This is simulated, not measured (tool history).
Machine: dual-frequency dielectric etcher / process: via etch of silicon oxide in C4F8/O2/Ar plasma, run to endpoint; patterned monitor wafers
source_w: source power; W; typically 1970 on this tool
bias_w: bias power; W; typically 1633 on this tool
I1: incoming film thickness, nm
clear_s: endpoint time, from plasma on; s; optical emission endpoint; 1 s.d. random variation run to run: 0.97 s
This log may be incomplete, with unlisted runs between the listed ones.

Run 1, day 0.000: usual settings but bias_w 1540 W; I1 1532.6. Result: clear_s 334.2 s.
Run 2, day 0.321: usual settings but bias_w 1540 W; I1 1538.0. Result: clear_s 334.7 s.
Run 3, day 0.925: usual settings but bias_w 1540 W; I1 1539.7. Result: clear_s 335.1 s.
Run 4, day 1.338: usual settings but bias_w 1457 W; I1 1549.0. Result: clear_s 345.1 s.
Run 5, day 1.992: usual settings but bias_w 1434 W; I1 1541.5. Result: clear_s 346.3 s.
Run 6, day 2.612: usual settings; I1 1550.7. Result: clear_s 329.4 s.
Run 7, day 3.338: usual settings; I1 1535.5. Result: clear_s 327.0 s.
Run 8, day 3.712: usual settings but source_w 2220 W; I1 1547.7. Result: clear_s 314.9 s.
Run 9, day 4.150: usual settings; I1 1543.9. Result: clear_s 327.9 s.
Run 10, day 4.508: usual settings; I1 1541.2. Result: clear_s 329.8 s.
Run 11, day 5.050: usual settings; I1 1535.0. Result: clear_s 326.6 s.
Run 12, day 5.617: usual settings; I1 1538.8. Result: clear_s 328.6 s.
Run 13, day 6.138: usual settings; I1 1528.1. Result: clear_s 326.0 s.
Run 14, day 6.462: usual settings; I1 1555.6. Result: clear_s 331.6 s.
Run 15, day 7.004: usual settings; I1 1555.4. Result: clear_s 332.6 s.
Run 16, day 7.696: usual settings but source_w 2220 W, bias_w 1793 W; I1 1540.7. Result: clear_s 302.5 s.
Run 17, day 8.771: usual settings; I1 1549.5. Result: clear_s 325.3 s.
Run 18, day 8.788: usual settings but source_w 2400 W, bias_w 1986 W; I1 1554.5. Result: clear_s 278.7 s.
Run 19, day 9.112: usual settings but source_w 1610 W; I1 1542.9. Result: clear_s 347.5 s.
Run 20, day 9.571: usual settings but source_w 2390 W, bias_w 1961 W; I1 1539.4. Result: clear_s 278.9 s.
Run 21, day 9.954: usual settings; I1 1533.9. Result: clear_s 321.2 s.
Run 22, day 10.488: usual settings but source_w 2180 W; I1 1537.1. Result: clear_s 310.2 s.
Run 23, day 10.808: usual settings; I1 1543.8. Result: clear_s 324.3 s.
Run 24, day 12.100: usual settings but source_w 2390 W, bias_w 1961 W; I1 1550.5. Result: clear_s 280.6 s.
Run 25, day 12.112: usual settings; I1 1549.6. Result: clear_s 327.2 s.
Run 26, day 12.625: usual settings but source_w 2130 W, bias_w 1875 W; I1 1534.2. Result: clear_s 295.5 s.
Run 27, day 12.950: usual settings but source_w 1660 W, bias_w 1919 W; I1 1534.3. Result: clear_s 322.0 s.
Run 28, day 13.388: usual settings but source_w 2380 W; I1 1543.2. Result: clear_s 304.5 s.
Run 29, day 13.712: usual settings but source_w 2090 W, bias_w 1903 W; I1 1542.0. Result: clear_s 297.5 s.
Run 30, day 14.000: usual settings but source_w 1600 W, bias_w 1517 W; I1 1559.1. Result: clear_s 364.5 s.
Run 31, day 14.712: usual settings; I1 1543.7. Result: clear_s 326.2 s.
Run 32, day 15.250: usual settings but source_w 2270 W, bias_w 2018 W; I1 1554.6. Result: clear_s 285.0 s.
Run 33, day 15.508: usual settings but source_w 1830 W, bias_w 1877 W; I1 1536.9. Result: clear_s 314.7 s.
Run 34, day 16.075: usual settings but source_w 1710 W, bias_w 1804 W; I1 1553.5. Result: clear_s 332.1 s.
Run 35, day 16.758: usual settings but source_w 2370 W, bias_w 1526 W; I1 1545.8. Result: clear_s 313.4 s.
Run 36, day 18.271: usual settings but source_w 2160 W, bias_w 1782 W; I1 1540.4. Result: clear_s 305.0 s.

Removed from this log: 4 entries logged between the listed runs. Between which two listed runs does each belong, and how does the tool's hidden state at the listed run before it compare with that at the listed run after it?
Between runs 16 and 17: source power generator calibrated (day 8.042); wet clean of the chamber (day 8.750)
  etch rate over this chamber's usual, %: -2.29 -> -0.151
  measured minus no-state result, clear_s: +6.9 -> +0.5 s
Between runs 20 and 21: bias power generator calibrated (day 9.779)
  etch rate over this chamber's usual, %: -0.258 -> -0.309
  measured minus no-state result, clear_s: +0.7 -> +1.0 s
Between runs 23 and 24: upper electrode replaced (day 12.079)
  etch rate over this chamber's usual, %: -0.423 -> -0.596
  measured minus no-state result, clear_s: +1.4 -> +1.7 s

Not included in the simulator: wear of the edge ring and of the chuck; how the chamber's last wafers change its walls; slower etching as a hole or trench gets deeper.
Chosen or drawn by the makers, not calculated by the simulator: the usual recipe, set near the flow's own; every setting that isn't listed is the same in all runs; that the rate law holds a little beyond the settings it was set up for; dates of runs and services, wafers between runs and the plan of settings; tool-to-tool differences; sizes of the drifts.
